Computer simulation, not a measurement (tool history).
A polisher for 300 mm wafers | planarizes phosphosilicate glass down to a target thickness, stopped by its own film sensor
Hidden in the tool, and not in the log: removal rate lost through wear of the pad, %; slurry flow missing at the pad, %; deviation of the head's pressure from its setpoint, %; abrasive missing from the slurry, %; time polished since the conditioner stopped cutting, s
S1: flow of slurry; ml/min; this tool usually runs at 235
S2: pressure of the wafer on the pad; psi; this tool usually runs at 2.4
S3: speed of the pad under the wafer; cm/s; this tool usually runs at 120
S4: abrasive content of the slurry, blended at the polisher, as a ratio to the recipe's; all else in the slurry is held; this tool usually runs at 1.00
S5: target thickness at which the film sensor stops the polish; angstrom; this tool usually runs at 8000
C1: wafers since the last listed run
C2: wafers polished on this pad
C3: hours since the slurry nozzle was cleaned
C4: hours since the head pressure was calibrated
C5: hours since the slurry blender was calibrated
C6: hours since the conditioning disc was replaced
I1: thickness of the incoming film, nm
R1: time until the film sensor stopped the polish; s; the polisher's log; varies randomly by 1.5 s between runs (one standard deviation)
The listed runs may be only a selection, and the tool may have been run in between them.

Run 1, hour 0.0: usual settings but S5 8590 angstrom; C1 0; C2 2136; C3 50.6; C4 609.1; C5 235.9; C6 49.0; I1 1432.5. Result: R1 92.0 s.
Run 2, hour 50.7: usual settings but S5 8590 angstrom; C1 348; C2 2485; C3 101.3; C4 659.8; C5 286.6; C6 99.7; I1 1415.6. Result: R1 96.4 s.
At hour 76.6: worn pad replaced by a new one.
Run 3, hour 98.3: usual settings but S5 7260 angstrom; C1 299; C2 149; C3 148.9; C4 707.4; C5 334.2; C6 147.3; I1 1462.9. Result: R1 114.8 s.
At hour 151.7: slurry blender recalibrated.
Run 4, hour 166.3: usual settings but S1 275 ml/min; C1 453; C2 602; C3 216.9; C4 775.4; C5 14.6; C6 215.3; I1 1437.7. Result: R1 106.1 s.
Run 5, hour 229.9: usual settings but S1 275 ml/min; C1 437; C2 1039; C3 280.5; C4 839.0; C5 78.2; C6 278.9; I1 1434.4. Result: R1 113.2 s.
Run 6, hour 274.8: usual settings but S4 0.85; C1 308; C2 1348; C3 325.4; C4 883.9; C5 123.1; C6 323.8; I1 1440.0. Result: R1 128.1 s.
Run 7, hour 322.7: usual settings; C1 329; C2 1677; C3 373.3; C4 931.8; C5 171.0; C6 371.7; I1 1463.3. Result: R1 122.7 s.
Run 8, hour 385.5: usual settings but S1 295 ml/min, S5 6310 angstrom; C1 431; C2 2109; C3 436.1; C4 994.6; C5 233.8; C6 434.5; I1 1412.4. Result: R1 145.7 s.
At hour 406.7: conditioning disc replaced and pad reconditioned.
Run 9, hour 424.4: usual settings but S2 1.9 psi, S3 82 cm/s, S4 0.90, S5 8800 angstrom; C1 253; C2 2362; C3 475.0; C4 1033.5; C5 272.7; C6 17.7; I1 1445.4. Result: R1 155.9 s.
At hour 445.6: head pressure recalibrated.
Run 10, hour 494.1: usual settings but S3 92 cm/s; C1 465; C2 2827; C3 544.7; C4 48.5; C5 342.4; C6 87.4; I1 1444.1. Result: R1 130.9 s.
At hour 534.3: worn pad replaced by a new one.
At hour 535.2: slurry blender recalibrated.
Run 11, hour 541.3: usual settings but S5 8590 angstrom; C1 290; C2 41; C3 591.9; C4 95.7; C5 6.1; C6 134.6; I1 1455.0. Result: R1 86.9 s.
Run 12, hour 572.7: usual settings but S3 80 cm/s, S4 1.20; C1 215; C2 257; C3 623.3; C4 127.1; C5 37.5; C6 166.0; I1 1460.1. Result: R1 120.2 s.
At hour 707.8: slurry nozzle cleaned.
Run 13, hour 757.2: usual settings but S1 275 ml/min; C1 1261; C2 1518; C3 49.4; C4 311.6; C5 222.0; C6 350.5; I1 1444.2. Result: R1 111.7 s.
Run 14, hour 803.5: usual settings but S1 300 ml/min; C1 318; C2 1837; C3 95.7; C4 357.9; C5 268.3; C6 396.8; I1 1421.8. Result: R1 108.3 s.
At hour 811.1: conditioning disc replaced and pad reconditioned.
Run 15, hour 837.8: usual settings; C1 221; C2 2058; C3 130.0; C4 392.2; C5 302.6; C6 26.7; I1 1429.5. Result: R1 97.6 s.
Run 16, hour 891.3: usual settings but S4 0.70; C1 367; C2 2426; C3 183.5; C4 445.7; C5 356.1; C6 80.2; I1 1441.1. Result: R1 141.0 s.
At hour 929.1: worn pad replaced by a new one.
At hour 947.3: slurry blender recalibrated.
Run 17, hour 989.9: usual settings but S1 185 ml/min; C1 636; C2 404; C3 282.1; C4 544.3; C5 42.6; C6 178.8; I1 1454.9. Result: R1 106.7 s.
Run 18, hour 1037.6: usual settings; C1 327; C2 732; C3 329.8; C4 592.0; C5 90.3; C6 226.5; I1 1437.6. Result: R1 110.4 s.
Run 19, hour 1070.0: usual settings but S4 0.80; C1 222; C2 954; C3 362.2; C4 624.4; C5 122.7; C6 258.9; I1 1442.2. Result: R1 129.5 s.
Run 20, hour 1130.2: usual settings but S3 100 cm/s, S4 1.10, S5 9330 angstrom; C1 413; C2 1368; C3 422.4; C4 684.6; C5 182.9; C6 319.1; I1 1446.7. Result: R1 94.5 s.
Run 21, hour 1168.7: usual settings but S1 265 ml/min, S2 2.8 psi, S3 100 cm/s; C1 264; C2 1633; C3 460.9; C4 723.1; C5 221.4; C6 357.6; I1 1426.6. Result: R1 114.2 s.
Run 22, hour 1194.4: usual settings but S2 2.6 psi, S5 7240 angstrom; C1 176; C2 1809; C3 486.6; C4 748.8; C5 247.1; C6 383.3; I1 1430.0. Result: R1 118.1 s.
Run 23, hour 1256.9: usual settings but S3 92 cm/s, S5 6540 angstrom; C1 429; C2 2239; C3 549.1; C4 811.3; C5 309.6; C6 445.8; I1 1443.2. Result: R1 171.4 s.
At hour 1268.6: conditioning disc replaced and pad reconditioned.
At hour 1319.4: head pressure recalibrated.
Run 24, hour 1326.5: usual settings but S5 6290 angstrom; C1 450; C2 2690; C3 618.7; C4 7.1; C5 379.2; C6 57.9; I1 1449.2. Result: R1 140.8 s.
At hour 1361.7: slurry nozzle cleaned.
Run 25, hour 1362.2: usual settings but S4 0.90; C1 238; C2 2928; C3 0.5; C4 42.8; C5 414.9; C6 93.6; I1 1446.2. Result: R1 123.0 s.
At hour 1409.2: worn pad replaced by a new one.
At hour 1409.4: slurry blender recalibrated.
Run 26, hour 1417.1: usual settings but S1 190 ml/min; C1 349; C2 53; C3 55.4; C4 97.7; C5 7.7; C6 148.5; I1 1439.3. Result: R1 101.5 s.

List, for all runs, the conditions of the tool that the log does not record:
slurry flow missing at the pad, %: 0, the same for each run
deviation of the head's pressure from its setpoint, %: 0, the same for each run
abrasive missing from the slurry, %: 0, the same for each run
H1: removal rate lost through wear of the pad, %
H2: time polished since the conditioner stopped cutting, s
run    H1   H2
  1  13.6  275
  2    14  379
  3  3.75  448
  4  8.58  514
  5  11.4  553
  6  12.8  571
  7  13.8  585
  8  14.7  598
  9  15.1  104
 10  15.6  272
 11  1.66  346
 12  4.45  384
 13  12.6  494
 14  13.5  505
 15    14  155
 16  14.5  282
 17  7.88  421
 18  10.6  461
 19    12  481
 20  13.9  508
 21  14.8  520
 22  15.2  527
 23    16  538
 24  16.6  296
 25  16.8  368
 26  2.74  449
